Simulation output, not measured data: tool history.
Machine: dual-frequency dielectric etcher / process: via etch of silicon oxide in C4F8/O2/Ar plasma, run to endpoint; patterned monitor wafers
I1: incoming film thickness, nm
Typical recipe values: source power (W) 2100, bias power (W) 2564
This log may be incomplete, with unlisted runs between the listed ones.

run 1 day=0.000 | source_power_(W)=2100 bias_power_(W)=2564 | I1=1303.4 | endpoint_time_(s)=245.4
run 2 day=1.946 | source_power_(W)=2100 bias_power_(W)=2564 | I1=1307.1 | endpoint_time_(s)=247.4
-- day=5.771 wet clean of the chamber
run 3 day=6.029 | source_power_(W)=1940 bias_power_(W)=2386 | I1=1301.8 | endpoint_time_(s)=260.1
run 4 day=10.354 | source_power_(W)=2100 bias_power_(W)=2564 | I1=1315.3 | endpoint_time_(s)=246.3
run 5 day=12.454 | source_power_(W)=2100 bias_power_(W)=2564 | I1=1295.0 | endpoint_time_(s)=242.1
run 6 day=16.004 | source_power_(W)=1970 bias_power_(W)=2835 | I1=1312.3 | endpoint_time_(s)=245.9
-- day=16.858 source power generator calibrated
run 7 day=19.508 | source_power_(W)=2100 bias_power_(W)=2731 | I1=1301.0 | endpoint_time_(s)=240.0
run 8 day=21.321 | source_power_(W)=2100 bias_power_(W)=2731 | I1=1304.1 | endpoint_time_(s)=240.2
run 9 day=23.950 | source_power_(W)=2310 bias_power_(W)=2564 | I1=1311.2 | endpoint_time_(s)=236.6
-- day=24.967 upper electrode replaced
run 10 day=26.683 | source_power_(W)=2310 bias_power_(W)=2564 | I1=1301.7 | endpoint_time_(s)=235.4
run 11 day=29.408 | source_power_(W)=2100 bias_power_(W)=2564 | I1=1307.3 | endpoint_time_(s)=247.3
-- day=33.354 wet clean of the chamber
run 12 day=33.533 | source_power_(W)=1970 bias_power_(W)=2303 | I1=1319.1 | endpoint_time_(s)=264.3
-- day=36.167 bias power generator calibrated
run 13 day=36.517 | source_power_(W)=2100 bias_power_(W)=2564 | I1=1310.8 | endpoint_time_(s)=242.1
run 14 day=38.404 | source_power_(W)=2320 bias_power_(W)=2225 | I1=1284.4 | endpoint_time_(s)=238.7
run 15 day=40.433 | source_power_(W)=2100 bias_power_(W)=2564 | I1=1305.3 | endpoint_time_(s)=242.3
run 16 day=42.129 | source_power_(W)=2430 bias_power_(W)=3037 | I1=1310.0 | endpoint_time_(s)=213.1
run 17 day=45.700 | source_power_(W)=1840 bias_power_(W)=3085 | I1=1311.2 | endpoint_time_(s)=247.6
run 18 day=48.088 | source_power_(W)=2100 bias_power_(W)=2339 | I1=1310.8 | endpoint_time_(s)=255.1
run 19 day=50.654 | source_power_(W)=1820 bias_power_(W)=2125 | I1=1313.2 | endpoint_time_(s)=286.2
-- day=54.921 wet clean of the chamber
run 20 day=55.088 | source_power_(W)=2340 bias_power_(W)=2817 | I1=1302.7 | endpoint_time_(s)=218.9

Here are 5 independent what-if runs from the current tool condition. What would each one return?
run A day=55.108 | source_power_(W)=2100 bias_power_(W)=2564 | I1=1314.2 | endpoint_time_(s)=?
run B day=55.108 | source_power_(W)=2100 bias_power_(W)=2170 | I1=1314.2 | endpoint_time_(s)=?
run C day=55.108 | source_power_(W)=2100 bias_power_(W)=2791 | I1=1314.2 | endpoint_time_(s)=?
run D day=55.108 | source_power_(W)=2100 bias_power_(W)=2111 | I1=1314.2 | endpoint_time_(s)=?
run E day=55.108 | source_power_(W)=2480 bias_power_(W)=2883 | I1=1314.2 | endpoint_time_(s)=?

run=A endpoint_time_(s)=244.4
run=B endpoint_time_(s)=259.7
run=C endpoint_time_(s)=236.9
run=D endpoint_time_(s)=262.3
run=E endpoint_time_(s)=214.0
With no hidden state in the tool, these same runs would have given:
run=A endpoint_time_(s)=244.3
run=B endpoint_time_(s)=259.6
run=C endpoint_time_(s)=236.9
run=D endpoint_time_(s)=262.2
run=E endpoint_time_(s)=214.0
